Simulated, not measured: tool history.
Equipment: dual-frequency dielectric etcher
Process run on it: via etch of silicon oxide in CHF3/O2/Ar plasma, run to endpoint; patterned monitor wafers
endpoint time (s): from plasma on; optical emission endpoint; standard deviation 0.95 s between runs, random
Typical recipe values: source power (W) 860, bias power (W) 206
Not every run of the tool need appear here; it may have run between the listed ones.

| run | hour | source power (W) | bias power (W) | incoming incoming film thickness, nm | endpoint time (s) |
|---|---|---|---|---|---|
| 1 | 0.0 | 860 | 206 | 756.0 | 310.5 |
| 2 | 16.3 | 700 | 206 | 756.0 | 335.2 |
| 3 | 34.2 | 700 | 206 | 755.6 | 334.9 |
| 4 | 42.2 | 860 | 222 | 754.2 | 304.2 |
| 5 | 55.5 | 860 | 222 | 758.4 | 305.8 |
| 6 | 68.2 | 860 | 206 | 760.4 | 312.1 |
| 7 | 78.9 | 860 | 206 | 767.8 | 315.9 |
| 8 | 96.5 | 860 | 206 | 754.2 | 309.6 |
| 9 | 102.5 | 860 | 206 | 753.3 | 308.6 |
| 10 | 118.4 | 860 | 206 | 761.3 | 311.8 |
| 11 | 132.3 | 860 | 206 | 764.9 | 312.4 |
| 12 | 149.7 | 860 | 179 | 759.3 | 321.9 |
| 13 | 167.5 | 860 | 206 | 759.7 | 308.6 |
|  | 180.0 | source power generator calibrated |
| 14 | 180.5 | 860 | 206 | 751.4 | 306.2 |
| 15 | 187.4 | 700 | 169 | 758.9 | 350.7 |
|  | 227.0 | wet clean of the chamber |
| 16 | 227.5 | 740 | 228 | 758.9 | 327.0 |
| 17 | 228.0 | 980 | 206 | 760.6 | 305.0 |
| 18 | 236.0 | 860 | 206 | 755.8 | 317.5 |
| 19 | 250.4 | 860 | 206 | 762.5 | 320.5 |
| 20 | 260.3 | 780 | 230 | 764.9 | 322.6 |
| 21 | 274.1 | 640 | 181 | 760.2 | 363.7 |
|  | 280.6 | bias power generator calibrated |
| 22 | 281.7 | 750 | 206 | 754.1 | 330.3 |
| 23 | 295.0 | 860 | 206 | 759.6 | 318.0 |
| 24 | 312.3 | 670 | 234 | 759.8 | 332.2 |
| 25 | 327.0 | 680 | 156 | 759.3 | 368.7 |
| 26 | 335.3 | 1040 | 178 | 759.0 | 308.5 |
| 27 | 346.1 | 860 | 206 | 752.7 | 315.8 |
| 28 | 363.4 | 980 | 206 | 765.8 | 305.8 |
| 29 | 374.4 | 670 | 167 | 765.8 | 365.3 |
| 30 | 380.4 | 860 | 206 | 761.5 | 315.8 |
| 31 | 396.4 | 860 | 206 | 754.9 | 313.2 |
| 32 | 412.8 | 860 | 230 | 764.2 | 310.3 |
| 33 | 426.9 | 1030 | 185 | 757.0 | 305.3 |
| 34 | 441.6 | 790 | 189 | 759.4 | 332.1 |

What was the tool's hidden state at every run in the log?
source power that arrives over what is set, %: 0 in every run
bias power that arrives over what is set, %: 0 in every run
H1: etch rate over this chamber's usual, %
| run | H1 |
|---|---|
| 1 | 1.45 |
| 2 | 1.55 |
| 3 | 1.66 |
| 4 | 1.71 |
| 5 | 1.79 |
| 6 | 1.86 |
| 7 | 1.93 |
| 8 | 2.04 |
| 9 | 2.07 |
| 10 | 2.17 |
| 11 | 2.25 |
| 12 | 2.36 |
| 13 | 2.47 |
| 14 | 2.55 |
| 15 | 2.59 |
| 16 | -0.554 |
| 17 | -0.551 |
| 18 | -0.502 |
| 19 | -0.415 |
| 20 | -0.354 |
| 21 | -0.271 |
| 22 | -0.224 |
| 23 | -0.144 |
| 24 | -0.0384 |
| 25 | 0.051 |
| 26 | 0.101 |
| 27 | 0.167 |
| 28 | 0.272 |
| 29 | 0.339 |
| 30 | 0.376 |
| 31 | 0.473 |
| 32 | 0.573 |
| 33 | 0.658 |
| 34 | 0.748 |
